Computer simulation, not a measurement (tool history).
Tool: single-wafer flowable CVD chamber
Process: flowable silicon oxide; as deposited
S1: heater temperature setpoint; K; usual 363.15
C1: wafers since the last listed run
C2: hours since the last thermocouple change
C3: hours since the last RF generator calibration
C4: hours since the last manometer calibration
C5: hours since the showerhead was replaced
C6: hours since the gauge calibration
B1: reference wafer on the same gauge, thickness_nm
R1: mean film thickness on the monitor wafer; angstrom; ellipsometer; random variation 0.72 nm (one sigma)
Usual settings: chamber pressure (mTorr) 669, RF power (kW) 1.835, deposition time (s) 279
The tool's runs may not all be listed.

{"run": 1, "hour": 0.0, "S1": 363.15, "chamber pressure (mTorr)": 669, "RF power (kW)": 1.835, "deposition time (s)": 279, "C1": 0, "C2": 2318.3, "C3": 1615.1, "C4": 807.6, "C5": 2672.7, "C6": 75.3, "B1": 161.111, "R1": 1786.1}
{"run": 2, "hour": 13.5, "S1": 363.15, "chamber pressure (mTorr)": 669, "RF power (kW)": 1.835, "deposition time (s)": 263, "C1": 79, "C2": 2331.8, "C3": 1628.6, "C4": 821.1, "C5": 2686.2, "C6": 88.8, "B1": 161.041, "R1": 1689.44}
{"run": 3, "hour": 22.9, "S1": 354.15, "chamber pressure (mTorr)": 669, "RF power (kW)": 1.835, "deposition time (s)": 279, "C1": 55, "C2": 2341.2, "C3": 1638.0, "C4": 830.5, "C5": 2695.6, "C6": 98.2, "B1": 161.081, "R1": 2323.28}
{"run": 4, "hour": 37.1, "S1": 354.15, "chamber pressure (mTorr)": 669, "RF power (kW)": 1.835, "deposition time (s)": 279, "C1": 83, "C2": 2355.4, "C3": 1652.2, "C4": 844.7, "C5": 2709.8, "C6": 112.4, "B1": 160.903, "R1": 2325.21}
{"run": 5, "hour": 49.7, "S1": 354.15, "chamber pressure (mTorr)": 669, "RF power (kW)": 1.835, "deposition time (s)": 279, "C1": 74, "C2": 2368.0, "C3": 1664.8, "C4": 857.3, "C5": 2722.4, "C6": 125.0, "B1": 160.998, "R1": 2335.44}
{"run": 6, "hour": 67.3, "S1": 363.15, "chamber pressure (mTorr)": 669, "RF power (kW)": 1.835, "deposition time (s)": 279, "C1": 103, "C2": 2385.6, "C3": 1682.4, "C4": 874.9, "C5": 2740.0, "C6": 142.6, "B1": 160.907, "R1": 1798.25}
{"run": 7, "hour": 73.7, "S1": 363.15, "chamber pressure (mTorr)": 669, "RF power (kW)": 1.555, "deposition time (s)": 279, "C1": 37, "C2": 2392.0, "C3": 1688.8, "C4": 881.3, "C5": 2746.4, "C6": 149.0, "B1": 161.114, "R1": 1735.94}
{"hour": 88.7, "done": "showerhead replaced"}
{"run": 8, "hour": 90.6, "S1": 363.15, "chamber pressure (mTorr)": 669, "RF power (kW)": 1.555, "deposition time (s)": 279, "C1": 52, "C2": 2408.9, "C3": 1705.7, "C4": 898.2, "C5": 1.9, "C6": 165.9, "B1": 161.019, "R1": 1745.29}
{"run": 9, "hour": 103.4, "S1": 363.15, "chamber pressure (mTorr)": 669, "RF power (kW)": 1.835, "deposition time (s)": 279, "C1": 75, "C2": 2421.7, "C3": 1718.5, "C4": 911.0, "C5": 14.7, "C6": 178.7, "B1": 161.047, "R1": 1811.48}
{"hour": 122.4, "done": "thermocouple changed; heater temperature recalibrated"}
{"run": 10, "hour": 122.9, "S1": 363.15, "chamber pressure (mTorr)": 669, "RF power (kW)": 1.835, "deposition time (s)": 279, "C1": 67, "C2": 0.5, "C3": 1738.0, "C4": 930.5, "C5": 34.2, "C6": 198.2, "B1": 161.023, "R1": 1792.93}
{"run": 11, "hour": 134.7, "S1": 363.15, "chamber pressure (mTorr)": 669, "RF power (kW)": 1.835, "deposition time (s)": 279, "C1": 69, "C2": 12.3, "C3": 1749.8, "C4": 942.3, "C5": 46.0, "C6": 210.0, "B1": 160.998, "R1": 1786.09}
{"run": 12, "hour": 142.4, "S1": 363.15, "chamber pressure (mTorr)": 669, "RF power (kW)": 1.835, "deposition time (s)": 279, "C1": 45, "C2": 20.0, "C3": 1757.5, "C4": 950.0, "C5": 53.7, "C6": 217.7, "B1": 161.221, "R1": 1789.83}
{"run": 13, "hour": 159.3, "S1": 363.15, "chamber pressure (mTorr)": 669, "RF power (kW)": 2.03, "deposition time (s)": 320, "C1": 99, "C2": 36.9, "C3": 1774.4, "C4": 966.9, "C5": 70.6, "C6": 234.6, "B1": 160.927, "R1": 2093.25}
{"hour": 164.0, "done": "gauge calibrated"}
{"run": 14, "hour": 170.4, "S1": 363.15, "chamber pressure (mTorr)": 669, "RF power (kW)": 1.835, "deposition time (s)": 279, "C1": 65, "C2": 48.0, "C3": 1785.5, "C4": 978.0, "C5": 81.7, "C6": 6.4, "B1": 160.917, "R1": 1796.95}
{"run": 15, "hour": 181.0, "S1": 363.15, "chamber pressure (mTorr)": 669, "RF power (kW)": 2.005, "deposition time (s)": 250, "C1": 62, "C2": 58.6, "C3": 1796.1, "C4": 988.6, "C5": 92.3, "C6": 17.0, "B1": 161.094, "R1": 1628.99}
{"hour": 199.0, "done": "RF generator calibrated"}
{"run": 16, "hour": 199.5, "S1": 374.15, "chamber pressure (mTorr)": 620, "RF power (kW)": 2.095, "deposition time (s)": 255, "C1": 61, "C2": 77.1, "C3": 0.5, "C4": 1007.1, "C5": 110.8, "C6": 35.5, "B1": 160.905, "R1": 1099.44}
{"run": 17, "hour": 204.4, "S1": 363.15, "chamber pressure (mTorr)": 669, "RF power (kW)": 1.835, "deposition time (s)": 279, "C1": 28, "C2": 82.0, "C3": 5.4, "C4": 1012.0, "C5": 115.7, "C6": 40.4, "B1": 161.12, "R1": 1793.0}
{"hour": 232.6, "done": "capacitance manometer re-zeroed and calibrated"}
{"run": 18, "hour": 232.9, "S1": 359.15, "chamber pressure (mTorr)": 816, "RF power (kW)": 2.17, "deposition time (s)": 306, "C1": 120, "C2": 110.5, "C3": 33.9, "C4": 0.3, "C5": 144.2, "C6": 68.9, "B1": 160.921, "R1": 2642.2}
{"run": 19, "hour": 242.8, "S1": 368.15, "chamber pressure (mTorr)": 816, "RF power (kW)": 2.16, "deposition time (s)": 279, "C1": 58, "C2": 120.4, "C3": 43.8, "C4": 10.2, "C5": 154.1, "C6": 78.8, "B1": 160.988, "R1": 1838.59}
{"run": 20, "hour": 289.5, "S1": 363.15, "chamber pressure (mTorr)": 551, "RF power (kW)": 1.835, "deposition time (s)": 279, "C1": 275, "C2": 167.1, "C3": 90.5, "C4": 56.9, "C5": 200.8, "C6": 125.5, "B1": 161.049, "R1": 1435.23}
{"run": 21, "hour": 301.6, "S1": 371.15, "chamber pressure (mTorr)": 571, "RF power (kW)": 2.065, "deposition time (s)": 279, "C1": 71, "C2": 179.2, "C3": 102.6, "C4": 69.0, "C5": 212.9, "C6": 137.6, "B1": 160.982, "R1": 1177.97}
{"run": 22, "hour": 314.4, "S1": 367.15, "chamber pressure (mTorr)": 826, "RF power (kW)": 1.51, "deposition time (s)": 302, "C1": 75, "C2": 192.0, "C3": 115.4, "C4": 81.8, "C5": 225.7, "C6": 150.4, "B1": 160.771, "R1": 1973.68}
{"run": 23, "hour": 331.9, "S1": 363.15, "chamber pressure (mTorr)": 669, "RF power (kW)": 1.835, "deposition time (s)": 329, "C1": 103, "C2": 209.5, "C3": 132.9, "C4": 99.3, "C5": 243.2, "C6": 167.9, "B1": 160.872, "R1": 2058.45}
{"run": 24, "hour": 348.5, "S1": 363.15, "chamber pressure (mTorr)": 669, "RF power (kW)": 2.005, "deposition time (s)": 250, "C1": 97, "C2": 226.1, "C3": 149.5, "C4": 115.9, "C5": 259.8, "C6": 184.5, "B1": 160.924, "R1": 1597.32}
{"run": 25, "hour": 361.6, "S1": 363.15, "chamber pressure (mTorr)": 793, "RF power (kW)": 1.74, "deposition time (s)": 254, "C1": 77, "C2": 239.2, "C3": 162.6, "C4": 129.0, "C5": 272.9, "C6": 197.6, "B1": 161.085, "R1": 1871.6}
{"hour": 363.0, "done": "gauge calibrated"}
{"run": 26, "hour": 371.8, "S1": 374.15, "chamber pressure (mTorr)": 815, "RF power (kW)": 1.965, "deposition time (s)": 309, "C1": 60, "C2": 249.4, "C3": 172.8, "C4": 139.2, "C5": 283.1, "C6": 8.8, "B1": 160.887, "R1": 1678.1}
{"run": 27, "hour": 379.7, "S1": 363.15, "chamber pressure (mTorr)": 823, "RF power (kW)": 1.835, "deposition time (s)": 228, "C1": 46, "C2": 257.3, "C3": 180.7, "C4": 147.1, "C5": 291.0, "C6": 16.7, "B1": 161.016, "R1": 1772.69}

Some steps in R1 between neighbouring runs. How much of each would the tool show without its hidden state too (settings, what came in, random variation), and how much is left for the hidden state, with any gauge scatter that isn't in both results?
The hidden state here: wafer temperature above the value expected at the setpoint (K); delivered RF power above the setpoint (%); true pressure above the setpoint (%); gauge reads high (%).
Run 16 -> 17: S1 374.15 -> 363.15, chamber pressure (mTorr) 620 -> 669, RF power (kW) 2.095 -> 1.835, deposition time (s) 255 -> 279. R1 +693.56 angstrom: hidden state +28.28, all else +665.28.
Run 17 -> 18: S1 363.15 -> 359.15, chamber pressure (mTorr) 669 -> 816, RF power (kW) 1.835 -> 2.170, deposition time (s) 279 -> 306, capacitance manometer re-zeroed and calibrated. R1 +849.20 angstrom: hidden state -73.12, all else +922.32.
Run 18 -> 19: S1 359.15 -> 368.15, RF power (kW) 2.170 -> 2.160, deposition time (s) 306 -> 279. R1 -803.61 angstrom: hidden state +2.56, all else -806.17.
